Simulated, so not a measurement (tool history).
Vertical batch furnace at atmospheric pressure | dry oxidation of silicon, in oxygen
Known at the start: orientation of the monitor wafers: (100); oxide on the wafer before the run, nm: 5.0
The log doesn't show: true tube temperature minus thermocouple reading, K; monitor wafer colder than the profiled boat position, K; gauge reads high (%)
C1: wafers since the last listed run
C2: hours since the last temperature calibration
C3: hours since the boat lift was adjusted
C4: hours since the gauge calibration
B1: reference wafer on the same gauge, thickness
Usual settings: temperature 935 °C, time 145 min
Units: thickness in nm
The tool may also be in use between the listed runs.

run 1 hour=0.0 | temperature=935 time=145 | C1=0 C2=1739.4 C3=1391.7 C4=102.1 | B1=48.81 | thickness=46.98
run 2 hour=21.0 | temperature=935 time=145 | C1=269 C2=1760.4 C3=1412.7 C4=123.1 | B1=48.76 | thickness=46.89
run 3 hour=74.0 | temperature=935 time=145 | C1=678 C2=1813.4 C3=1465.7 C4=176.1 | B1=48.80 | thickness=46.90
run 4 hour=88.7 | temperature=935 time=145 | C1=188 C2=1828.1 C3=1480.4 C4=190.8 | B1=48.80 | thickness=46.98
run 5 hour=112.7 | temperature=935 time=145 | C1=307 C2=1852.1 C3=1504.4 C4=214.8 | B1=48.80 | thickness=47.10
run 6 hour=132.9 | temperature=943 time=145 | C1=258 C2=1872.3 C3=1524.6 C4=235.0 | B1=48.81 | thickness=50.86
run 7 hour=150.1 | temperature=943 time=145 | C1=220 C2=1889.5 C3=1541.8 C4=252.2 | B1=48.81 | thickness=51.00
run 8 hour=160.6 | temperature=935 time=145 | C1=134 C2=1900.0 C3=1552.3 C4=262.7 | B1=48.79 | thickness=46.91
run 9 hour=182.2 | temperature=917 time=145 | C1=276 C2=1921.6 C3=1573.9 C4=284.3 | B1=48.80 | thickness=39.04
run 10 hour=225.5 | temperature=917 time=145 | C1=554 C2=1964.9 C3=1617.2 C4=327.6 | B1=48.76 | thickness=39.00
-- hour=249.7 gauge calibrated
-- hour=252.3 thermocouples replaced and temperature profile calibrated
run 11 hour=252.8 | temperature=945 time=74 | C1=42 C2=0.5 C3=1644.5 C4=3.1 | B1=48.80 | thickness=31.67
run 12 hour=258.8 | temperature=912 time=123 | C1=76 C2=6.5 C3=1650.5 C4=9.1 | B1=48.77 | thickness=31.99

The next listed run, before its measurement:
run 13 hour=264.9 | temperature=935 time=145 | C1=78 C2=12.6 C3=1656.6 C4=15.2 | B1=? | thickness=?

Run 13 gave B1 48.79, thickness 45.25 nm.
Without the tool's hidden state the same run would have given thickness 44.82 nm.
